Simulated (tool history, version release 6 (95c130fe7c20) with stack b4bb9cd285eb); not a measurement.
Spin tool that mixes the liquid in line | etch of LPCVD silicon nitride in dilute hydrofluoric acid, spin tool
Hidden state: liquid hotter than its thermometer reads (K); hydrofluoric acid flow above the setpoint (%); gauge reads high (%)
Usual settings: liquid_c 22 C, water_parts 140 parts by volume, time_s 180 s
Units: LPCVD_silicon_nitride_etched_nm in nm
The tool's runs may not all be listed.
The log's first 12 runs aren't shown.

| run | day | liquid_c | water_parts | time_s | wafers since the last listed run | hours since the thermometer was replaced | hours since the hydrofluoric acid flow meter was replaced | hours since the gauge calibration | read-back film thickness of the LPCVD silicon nitride reference wafer, read on the same gauge (nm) | LPCVD_silicon_nitride_etched_nm |
|---|---|---|---|---|---|---|---|---|---|---|
| 13 | 8.238 | 24.5 | 175 | 285 | 351 | 1187.6 | 137.3 | 55.5 | 79.978 | 0.961 |
| 14 | 8.721 | 22 | 140 | 180 | 91 | 1199.2 | 148.9 | 67.1 | 79.98 | 0.642 |
| 15 | 9.275 | 22 | 140 | 180 | 104 | 1212.5 | 162.2 | 80.4 | 80.012 | 0.629 |
| 16 | 9.767 | 22 | 140 | 255 | 92 | 1224.3 | 174 | 92.2 | 80.019 | 0.852 |
| 17 | 10.417 | 22 | 95 | 180 | 122 | 1239.9 | 189.6 | 107.8 | 79.982 | 0.902 |
| 18 | 11.067 | 22 | 140 | 180 | 122 | 1255.5 | 205.2 | 123.4 | 80.002 | 0.628 |
| 19 | 11.8 | 19 | 80 | 180 | 138 | 1273.1 | 222.8 | 141 | 79.993 | 0.925 |
| 20 | 12.088 | 20 | 140 | 130 | 54 | 1280 | 229.7 | 147.9 | 80.012 | 0.395 |
|  | 12.512 | thermometer replaced |
| 21 | 12.775 | 26.5 | 140 | 180 | 121 | 6.3 | 246.2 | 164.4 | 80.003 | 0.858 |
| 22 | 13.242 | 22 | 140 | 180 | 87 | 17.5 | 257.4 | 175.6 | 80.018 | 0.613 |
| 23 | 13.746 | 22 | 120 | 210 | 94 | 29.6 | 269.5 | 187.7 | 80.022 | 0.855 |
| 24 | 14.358 | 23.5 | 140 | 285 | 115 | 44.3 | 284.2 | 202.4 | 80.008 | 1.125 |
| 25 | 14.933 | 22 | 140 | 180 | 108 | 58.1 | 298 | 216.2 | 79.99 | 0.642 |
| 26 | 15.621 | 19.5 | 170 | 130 | 129 | 74.6 | 314.5 | 232.7 | 79.998 | 0.303 |
| 27 | 16.142 | 20 | 140 | 180 | 98 | 87.1 | 327 | 245.2 | 80.013 | 0.557 |
| 28 | 16.496 | 24 | 200 | 220 | 66 | 95.6 | 335.5 | 253.7 | 79.973 | 0.611 |
| 29 | 17.162 | 22 | 200 | 180 | 125 | 111.6 | 351.5 | 269.7 | 79.993 | 0.444 |
| 30 | 17.546 | 22 | 140 | 180 | 72 | 120.8 | 360.7 | 278.9 | 80.001 | 0.63 |
| 31 | 18.025 | 24 | 100 | 180 | 90 | 132.3 | 372.2 | 290.4 | 79.998 | 1.018 |

Run 32 comes next. What will it give?
| 32 | 18.325 | 22 | 140 | 180 | 56 | 139.5 | 379.4 | 297.6 | ? | ? |

Run 32 gave read-back film thickness of the LPCVD silicon nitride reference wafer, read on the same gauge (nm) 79.992, LPCVD_silicon_nitride_etched_nm 0.632 nm.
Without the tool's hidden state the same run would have given LPCVD_silicon_nitride_etched_nm 0.632 nm.
